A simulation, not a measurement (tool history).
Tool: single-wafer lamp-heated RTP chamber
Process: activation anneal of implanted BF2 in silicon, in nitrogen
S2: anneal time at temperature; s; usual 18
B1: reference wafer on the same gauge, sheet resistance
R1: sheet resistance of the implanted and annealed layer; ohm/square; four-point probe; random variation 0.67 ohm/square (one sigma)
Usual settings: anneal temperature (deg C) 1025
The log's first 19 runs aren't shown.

run 20 hour=921.0 | anneal_temperature_(deg_C)=1025 S2=12 | B1=161.04 | R1=158.62
-- hour=972.6 pyrometer window cleaned and pyrometer calibrated
run 21 hour=977.8 | anneal_temperature_(deg_C)=1025 S2=18 | B1=161.00 | R1=155.12
run 22 hour=1038.7 | anneal_temperature_(deg_C)=1009 S2=24 | B1=161.08 | R1=163.87
run 23 hour=1086.0 | anneal_temperature_(deg_C)=1025 S2=18 | B1=161.03 | R1=153.83
run 24 hour=1158.0 | anneal_temperature_(deg_C)=1011 S2=27 | B1=161.01 | R1=158.26
-- hour=1194.4 reflector plate cleaned
run 25 hour=1341.1 | anneal_temperature_(deg_C)=1007 S2=27 | B1=161.01 | R1=158.09
-- hour=1403.7 pyrometer window cleaned and pyrometer calibrated
-- hour=1426.0 gauge calibrated
run 26 hour=1503.3 | anneal_temperature_(deg_C)=1010 S2=10 | B1=161.02 | R1=176.80
run 27 hour=1548.7 | anneal_temperature_(deg_C)=1025 S2=18 | B1=160.97 | R1=155.77
run 28 hour=1578.7 | anneal_temperature_(deg_C)=1010 S2=12 | B1=161.04 | R1=173.30
run 29 hour=1614.7 | anneal_temperature_(deg_C)=1054 S2=8 | B1=161.01 | R1=149.53
run 30 hour=1683.2 | anneal_temperature_(deg_C)=1008 S2=8 | B1=161.06 | R1=179.71
run 31 hour=1736.3 | anneal_temperature_(deg_C)=1025 S2=10 | B1=160.95 | R1=162.28
-- hour=1782.8 pyrometer window cleaned and pyrometer calibrated
run 32 hour=1783.3 | anneal_temperature_(deg_C)=1036 S2=18 | B1=160.94 | R1=148.34
run 33 hour=1810.5 | anneal_temperature_(deg_C)=1025 S2=18 | B1=160.98 | R1=154.75
-- hour=1845.5 reflector plate cleaned
run 34 hour=1860.2 | anneal_temperature_(deg_C)=1025 S2=18 | B1=161.04 | R1=155.00
run 35 hour=1931.1 | anneal_temperature_(deg_C)=1034 S2=27 | B1=161.04 | R1=143.25
run 36 hour=1993.6 | anneal_temperature_(deg_C)=1025 S2=18 | B1=160.97 | R1=154.21

Forecast each of these 4 alternatives for the next run:
run A hour=1994.0 | anneal_temperature_(deg_C)=1025 S2=15 | B1=? | R1=?
run B hour=1994.0 | anneal_temperature_(deg_C)=1012 S2=24 | B1=? | R1=?
run C hour=1994.0 | anneal_temperature_(deg_C)=1008 S2=14 | B1=? | R1=?
run D hour=1994.0 | anneal_temperature_(deg_C)=1011 S2=10 | B1=? | R1=?

run=A B1=160.83 R1=156.40
run=B B1=160.83 R1=157.63
run=C B1=160.83 R1=171.06
run=D B1=160.83 R1=174.40
Without the tool's hidden state the same runs would have given:
run=A R1=157.77
run=B R1=159.27
run=C R1=172.91
run=D R1=176.17

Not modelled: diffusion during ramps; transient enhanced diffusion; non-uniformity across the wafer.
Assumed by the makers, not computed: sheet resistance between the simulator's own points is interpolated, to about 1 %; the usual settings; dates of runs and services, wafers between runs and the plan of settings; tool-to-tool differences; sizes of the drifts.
